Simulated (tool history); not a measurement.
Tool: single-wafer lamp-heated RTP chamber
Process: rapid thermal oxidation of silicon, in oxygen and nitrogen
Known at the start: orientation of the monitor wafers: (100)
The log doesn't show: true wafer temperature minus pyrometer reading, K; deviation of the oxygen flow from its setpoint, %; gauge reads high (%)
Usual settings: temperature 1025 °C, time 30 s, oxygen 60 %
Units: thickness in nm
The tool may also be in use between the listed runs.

| run | hour | temperature | time | oxygen | wafers since the last listed run | wafers since the last pyrometer calibration | hours since the oxygen flow controller was replaced | hours since the gauge calibration | read-back reference wafer on the same gauge, thickness | thickness |
|---|---|---|---|---|---|---|---|---|---|---|
| 1 | 0.0 | 1025 | 30 | 60 | 0 | 1283 | 2490.3 | 1104.8 | 3.690 | 4.823 |
| 2 | 36.8 | 1025 | 30 | 60 | 298 | 1581 | 2527.1 | 1141.6 | 3.691 | 4.836 |
| 3 | 87.9 | 1025 | 30 | 60 | 414 | 1996 | 2578.2 | 1192.7 | 3.691 | 4.845 |
| 4 | 116.8 | 1044 | 30 | 60 | 234 | 2230 | 2607.1 | 1221.6 | 3.690 | 5.508 |
| 5 | 156.4 | 1044 | 30 | 60 | 320 | 2551 | 2646.7 | 1261.2 | 3.690 | 5.514 |
| 6 | 192.2 | 1044 | 30 | 60 | 290 | 2841 | 2682.5 | 1297.0 | 3.693 | 5.512 |
| 7 | 227.2 | 1025 | 30 | 71 | 283 | 3124 | 2717.5 | 1332.0 | 3.688 | 5.164 |
| 8 | 269.6 | 1025 | 30 | 71 | 343 | 3468 | 2759.9 | 1374.4 | 3.690 | 5.161 |
| 9 | 306.1 | 1025 | 30 | 71 | 295 | 3764 | 2796.4 | 1410.9 | 3.690 | 5.171 |
| 10 | 336.3 | 1025 | 30 | 60 | 244 | 4008 | 2826.6 | 1441.1 | 3.689 | 4.882 |
|  | 385.6 | pyrometer window cleaned and pyrometer calibrated, repeated, since the last time left the tool worse |
| 11 | 401.9 | 1025 | 30 | 60 | 466 | 132 | 2892.2 | 1506.7 | 3.692 | 4.606 |
| 12 | 442.7 | 1025 | 30 | 60 | 330 | 462 | 2933.0 | 1547.5 | 3.689 | 4.622 |
| 13 | 508.0 | 1025 | 30 | 50 | 529 | 992 | 2998.3 | 1612.8 | 3.689 | 4.351 |
| 14 | 550.6 | 1025 | 30 | 60 | 345 | 1337 | 3040.9 | 1655.4 | 3.691 | 4.621 |
| 15 | 588.8 | 1025 | 30 | 60 | 309 | 1646 | 3079.1 | 1693.6 | 3.689 | 4.650 |
| 16 | 621.2 | 1037 | 30 | 72 | 262 | 1909 | 3111.5 | 1726.0 | 3.692 | 5.359 |
| 17 | 665.5 | 1025 | 24 | 38 | 358 | 2268 | 3155.8 | 1770.3 | 3.688 | 3.705 |
| 18 | 716.7 | 1025 | 34 | 68 | 414 | 2683 | 3207.0 | 1821.5 | 3.690 | 5.131 |
| 19 | 750.1 | 1025 | 37 | 60 | 270 | 2953 | 3240.4 | 1854.9 | 3.689 | 5.081 |
| 20 | 813.9 | 1025 | 30 | 60 | 517 | 3470 | 3304.2 | 1918.7 | 3.692 | 4.684 |
| 21 | 857.3 | 1008 | 30 | 60 | 351 | 3822 | 3347.6 | 1962.1 | 3.691 | 4.177 |
| 22 | 914.7 | 1025 | 30 | 41 | 465 | 4287 | 3405.0 | 2019.5 | 3.691 | 4.155 |
|  | 916.4 | gauge calibrated |
| 23 | 949.4 | 996 | 17 | 41 | 281 | 4569 | 3439.7 | 33.0 | 3.689 | 2.921 |
| 24 | 996.0 | 1011 | 30 | 45 | 377 | 4946 | 3486.3 | 79.6 | 3.689 | 3.907 |
|  | 1044.4 | oxygen flow controller replaced |
|  | 1083.0 | pyrometer window cleaned and pyrometer calibrated |
| 25 | 1148.2 | 1048 | 20 | 34 | 1103 | 528 | 103.8 | 231.8 | 3.692 | 3.809 |
| 26 | 1208.2 | 995 | 44 | 38 | 486 | 1014 | 163.8 | 291.8 | 3.692 | 3.841 |
| 27 | 1259.1 | 1016 | 30 | 60 | 412 | 1427 | 214.7 | 342.7 | 3.690 | 4.365 |
| 28 | 1311.8 | 1025 | 30 | 60 | 427 | 1854 | 267.4 | 395.4 | 3.690 | 4.636 |
| 29 | 1348.6 | 1035 | 44 | 49 | 298 | 2152 | 304.2 | 432.2 | 3.689 | 5.440 |
| 30 | 1412.9 | 998 | 17 | 82 | 521 | 2673 | 368.5 | 496.5 | 3.690 | 3.459 |
| 31 | 1452.8 | 1008 | 22 | 73 | 323 | 2996 | 408.4 | 536.4 | 3.688 | 3.930 |
| 32 | 1483.8 | 1025 | 30 | 60 | 251 | 3248 | 439.4 | 567.4 | 3.692 | 4.663 |
| 33 | 1524.0 | 1037 | 16 | 35 | 325 | 3573 | 479.6 | 607.6 | 3.692 | 3.366 |
| 34 | 1570.4 | 1038 | 26 | 39 | 376 | 3949 | 526.0 | 654.0 | 3.688 | 4.186 |
| 35 | 1611.1 | 1025 | 30 | 60 | 329 | 4279 | 566.7 | 694.7 | 3.691 | 4.688 |
| 36 | 1665.2 | 1025 | 42 | 32 | 438 | 4718 | 620.8 | 748.8 | 3.687 | 4.384 |
|  | 1702.0 | pyrometer window cleaned and pyrometer calibrated |
| 37 | 1702.8 | 1025 | 21 | 44 | 239 | 6 | 658.4 | 786.4 | 3.690 | 3.652 |

Hidden state or all else? Some run-to-run changes of thickness, split into what the settings, what came in and random variation would give without the hidden state, and what is left for the hidden state (with any gauge scatter that isn't in both results):
Run 10 -> 11: pyrometer window cleaned and pyrometer calibrated, repeated, since the last time left the tool worse. thickness -0.276 nm: hidden state -0.282, all else +0.006.
Run 16 -> 17: temperature 1037 -> 1025, time 30 -> 24, oxygen 72 -> 38. thickness -1.654 nm: hidden state -0.020, all else -1.634.
Run 17 -> 18: time 24 -> 34, oxygen 38 -> 68. thickness +1.426 nm: hidden state +0.035, all else +1.391.
Run 24 -> 25: temperature 1011 -> 1048, time 30 -> 20, oxygen 45 -> 34, oxygen flow controller replaced, pyrometer window cleaned and pyrometer calibrated. thickness -0.098 nm: hidden state -0.073, all else -0.025.
Run 29 -> 30: temperature 1035 -> 998, time 44 -> 17, oxygen 49 -> 82. thickness -1.981 nm: hidden state -0.021, all else -1.960.
Run 36 -> 37: time 42 -> 21, oxygen 32 -> 44, pyrometer window cleaned and pyrometer calibrated. thickness -0.732 nm: hidden state -0.088, all else -0.644.
